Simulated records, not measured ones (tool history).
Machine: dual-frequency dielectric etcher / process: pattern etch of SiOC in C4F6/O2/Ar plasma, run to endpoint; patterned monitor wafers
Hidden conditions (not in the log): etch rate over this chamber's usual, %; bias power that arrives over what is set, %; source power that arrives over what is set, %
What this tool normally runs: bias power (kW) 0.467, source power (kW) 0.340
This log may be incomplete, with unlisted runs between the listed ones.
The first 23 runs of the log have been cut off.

run    hour  bias power (kW)  source power (kW)  wafers since the last listed run  hours since the last wet clean  hours since the last bias power generator calibration  hours since the last source power generator calibration  hours since the last upper electrode change  incoming incoming film thickness, nm  endpoint time (s)
     1948.8  -- upper electrode replaced
     1976.3  -- wet clean of the chamber
 24  2026.9            0.363              0.310                               731                            50.6                                                  680.1                                                    136.0                                         78.1                                 27.86               10.7
 25  2117.6            0.414              0.320                              1194                           141.3                                                  770.8                                                    226.7                                        168.8                                 27.61               10.0
 26  2223.6            0.467              0.260                              1396                           247.3                                                  876.8                                                    332.7                                        274.8                                 28.11               10.2
 27  2277.9            0.467              0.280                               715                           301.6                                                  931.1                                                    387.0                                        329.1                                 28.10               10.1
 28  2372.9            0.467              0.310                              1251                           396.6                                                 1026.1                                                    482.0                                        424.1                                 27.97                9.9
 29  2634.8            0.354              0.290                              3449                           658.5                                                 1288.0                                                    743.9                                        686.0                                 28.04               11.4
     2718.5  -- wet clean of the chamber
 30  2725.2            0.536              0.390                               874                             6.7                                                 1378.4                                                    834.3                                        776.4                                 28.01                8.8
 31  2765.3            0.556              0.400                               528                            46.8                                                 1418.5                                                    874.4                                        816.5                                 27.71                8.6
 32  2867.9            0.429              0.260                              1351                           149.4                                                 1521.1                                                    977.0                                        919.1                                 27.62               10.2
 33  2922.3            0.508              0.290                               716                           203.8                                                 1575.5                                                   1031.4                                        973.5                                 27.89                9.7
 34  3023.1            0.564              0.290                              1327                           304.6                                                 1676.3                                                   1132.2                                       1074.3                                 28.20                9.3
 35  3080.5            0.560              0.410                               756                           362.0                                                 1733.7                                                   1189.6                                       1131.7                                 27.99                8.8
 36  3169.0            0.467              0.340                              1165                           450.5                                                 1822.2                                                   1278.1                                       1220.2                                 27.98                9.8

Below are 3 alternative next runs, each starting from the tool's condition after run 36. Predict each:
  A  3169.4            0.467              0.340                                 5                           450.9                                                 1822.6                                                   1278.5                                       1220.6                                 28.02                  ?
  B  3169.4            0.551              0.360                                 5                           450.9                                                 1822.6                                                   1278.5                                       1220.6                                 28.02                  ?
  C  3169.4            0.401              0.270                                 5                           450.9                                                 1822.6                                                   1278.5                                       1220.6                                 28.02                  ?

run  endpoint time (s)
  A                9.8
  B                9.1
  C               10.7
Take away the tool's hidden state, keep each run's random variation, and the runs would have read:
run  endpoint time (s)
  A                9.4
  B                8.8
  C               10.4
